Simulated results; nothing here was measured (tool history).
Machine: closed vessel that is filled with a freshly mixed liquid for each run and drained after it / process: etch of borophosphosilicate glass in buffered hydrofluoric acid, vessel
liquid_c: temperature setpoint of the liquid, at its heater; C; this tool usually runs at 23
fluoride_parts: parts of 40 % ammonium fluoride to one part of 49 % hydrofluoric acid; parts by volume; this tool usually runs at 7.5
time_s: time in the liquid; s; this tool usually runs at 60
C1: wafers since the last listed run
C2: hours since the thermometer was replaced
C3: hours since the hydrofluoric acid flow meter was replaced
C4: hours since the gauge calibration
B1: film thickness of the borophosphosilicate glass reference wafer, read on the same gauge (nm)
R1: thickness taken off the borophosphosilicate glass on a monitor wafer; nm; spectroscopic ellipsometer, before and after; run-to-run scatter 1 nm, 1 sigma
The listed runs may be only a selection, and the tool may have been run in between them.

{"run": 1, "day": 0.0, "liquid_c": 24.5, "fluoride_parts": 7.5, "time_s": 60, "C1": 0, "C2": 1740, "C3": 2430.9, "C4": 605.6, "B1": 139.99, "R1": 169.58}
{"run": 2, "day": 0.812, "liquid_c": 24.5, "fluoride_parts": 7.5, "time_s": 60, "C1": 2509, "C2": 1759.5, "C3": 2450.4, "C4": 625.1, "B1": 140.02, "R1": 168.7}
{"run": 3, "day": 1.7, "liquid_c": 23, "fluoride_parts": 7.5, "time_s": 60, "C1": 2741, "C2": 1780.8, "C3": 2471.7, "C4": 646.4, "B1": 140, "R1": 156.52}
{"run": 4, "day": 2.396, "liquid_c": 23, "fluoride_parts": 7.5, "time_s": 60, "C1": 2149, "C2": 1797.5, "C3": 2488.4, "C4": 663.1, "B1": 140.01, "R1": 155.19}
{"run": 5, "day": 3.129, "liquid_c": 23, "fluoride_parts": 7.5, "time_s": 60, "C1": 2265, "C2": 1815.1, "C3": 2506, "C4": 680.7, "B1": 140.03, "R1": 158.25}
{"run": 6, "day": 4.171, "liquid_c": 23, "fluoride_parts": 7.5, "time_s": 60, "C1": 3217, "C2": 1840.1, "C3": 2531, "C4": 705.7, "B1": 140.01, "R1": 155.11}
{"run": 7, "day": 5.458, "liquid_c": 23, "fluoride_parts": 7.5, "time_s": 60, "C1": 3977, "C2": 1871, "C3": 2561.9, "C4": 736.6, "B1": 140, "R1": 158.27}
{"run": 8, "day": 6.646, "liquid_c": 23, "fluoride_parts": 7.5, "time_s": 60, "C1": 3668, "C2": 1899.5, "C3": 2590.4, "C4": 765.1, "B1": 140, "R1": 156.57}
{"run": 9, "day": 7.425, "liquid_c": 23, "fluoride_parts": 7.5, "time_s": 60, "C1": 2406, "C2": 1918.2, "C3": 2609.1, "C4": 783.8, "B1": 140, "R1": 157.94}
{"day": 7.95, "done": "gauge calibrated"}
{"run": 10, "day": 8.592, "liquid_c": 23, "fluoride_parts": 7.5, "time_s": 60, "C1": 3603, "C2": 1946.2, "C3": 2637.1, "C4": 15.4, "B1": 139.99, "R1": 156.84}
{"day": 8.812, "done": "hydrofluoric acid flow meter replaced"}
{"run": 11, "day": 9.521, "liquid_c": 23, "fluoride_parts": 7.5, "time_s": 60, "C1": 2741, "C2": 1968.5, "C3": 17, "C4": 37.7, "B1": 139.99, "R1": 158.39}
{"run": 12, "day": 10.579, "liquid_c": 21, "fluoride_parts": 7.5, "time_s": 70, "C1": 3269, "C2": 1993.9, "C3": 42.4, "C4": 63.1, "B1": 139.98, "R1": 164.58}
{"run": 13, "day": 11.625, "liquid_c": 23, "fluoride_parts": 7.5, "time_s": 60, "C1": 3230, "C2": 2019, "C3": 67.5, "C4": 88.2, "B1": 140, "R1": 158.43}
{"run": 14, "day": 12.871, "liquid_c": 23, "fluoride_parts": 7.5, "time_s": 60, "C1": 3848, "C2": 2048.9, "C3": 97.4, "C4": 118.1, "B1": 140, "R1": 159.51}
{"run": 15, "day": 14.3, "liquid_c": 23, "fluoride_parts": 7.5, "time_s": 30, "C1": 4414, "C2": 2083.2, "C3": 131.7, "C4": 152.4, "B1": 139.98, "R1": 79.55}
{"day": 14.812, "done": "thermometer replaced"}
{"run": 16, "day": 14.888, "liquid_c": 20.5, "fluoride_parts": 8.5, "time_s": 90, "C1": 1686, "C2": 1.8, "C3": 145.8, "C4": 166.5, "B1": 139.96, "R1": 162.41}
{"run": 17, "day": 16.246, "liquid_c": 23, "fluoride_parts": 7.5, "time_s": 80, "C1": 4196, "C2": 34.4, "C3": 178.4, "C4": 199.1, "B1": 140, "R1": 187.38}
{"run": 18, "day": 17.308, "liquid_c": 20, "fluoride_parts": 7.5, "time_s": 30, "C1": 3282, "C2": 59.9, "C3": 203.9, "C4": 224.6, "B1": 140.01, "R1": 59.93}
{"run": 19, "day": 17.908, "liquid_c": 20, "fluoride_parts": 7.5, "time_s": 30, "C1": 1853, "C2": 74.3, "C3": 218.3, "C4": 239, "B1": 139.96, "R1": 60.37}
{"run": 20, "day": 19.308, "liquid_c": 23, "fluoride_parts": 7.5, "time_s": 60, "C1": 4324, "C2": 107.9, "C3": 251.9, "C4": 272.6, "B1": 140, "R1": 141.68}
{"run": 21, "day": 20.171, "liquid_c": 23, "fluoride_parts": 7.5, "time_s": 80, "C1": 2664, "C2": 128.6, "C3": 272.6, "C4": 293.3, "B1": 140, "R1": 188.37}
{"run": 22, "day": 24.367, "liquid_c": 23, "fluoride_parts": 10, "time_s": 60, "C1": 12961, "C2": 229.3, "C3": 373.3, "C4": 394, "B1": 139.99, "R1": 109.1}
{"run": 23, "day": 25.804, "liquid_c": 23, "fluoride_parts": 9, "time_s": 95, "C1": 4440, "C2": 263.8, "C3": 407.8, "C4": 428.5, "B1": 139.99, "R1": 186.38}

Predict each of these 5 candidate next runs independently; none follows another, all start after run 23:
{"run": "A", "day": 25.833, "liquid_c": 25, "fluoride_parts": 7.5, "time_s": 60, "C1": 90, "C2": 264.5, "C3": 408.5, "C4": 429.2, "B1": "?", "R1": "?"}
{"run": "B", "day": 25.833, "liquid_c": 21, "fluoride_parts": 7.5, "time_s": 85, "C1": 90, "C2": 264.5, "C3": 408.5, "C4": 429.2, "B1": "?", "R1": "?"}
{"run": "C", "day": 25.833, "liquid_c": 23, "fluoride_parts": 9.5, "time_s": 60, "C1": 90, "C2": 264.5, "C3": 408.5, "C4": 429.2, "B1": "?", "R1": "?"}
{"run": "D", "day": 25.833, "liquid_c": 18, "fluoride_parts": 7.5, "time_s": 60, "C1": 90, "C2": 264.5, "C3": 408.5, "C4": 429.2, "B1": "?", "R1": "?"}
{"run": "E", "day": 25.833, "liquid_c": 20.5, "fluoride_parts": 5.5, "time_s": 60, "C1": 90, "C2": 264.5, "C3": 408.5, "C4": 429.2, "B1": "?", "R1": "?"}

run=A B1=140.02 R1=160.75
run=B B1=140.02 R1=183.54
run=C B1=140.02 R1=114.27
run=D B1=140.02 R1=109.81
run=E B1=140.02 R1=168.18
Take away the tool's hidden state, keep each run's random variation, and the runs would have read:
run=A R1=156.77
run=B R1=178.88
run=C R1=111.39
run=D R1=106.97
run=E R1=163.91
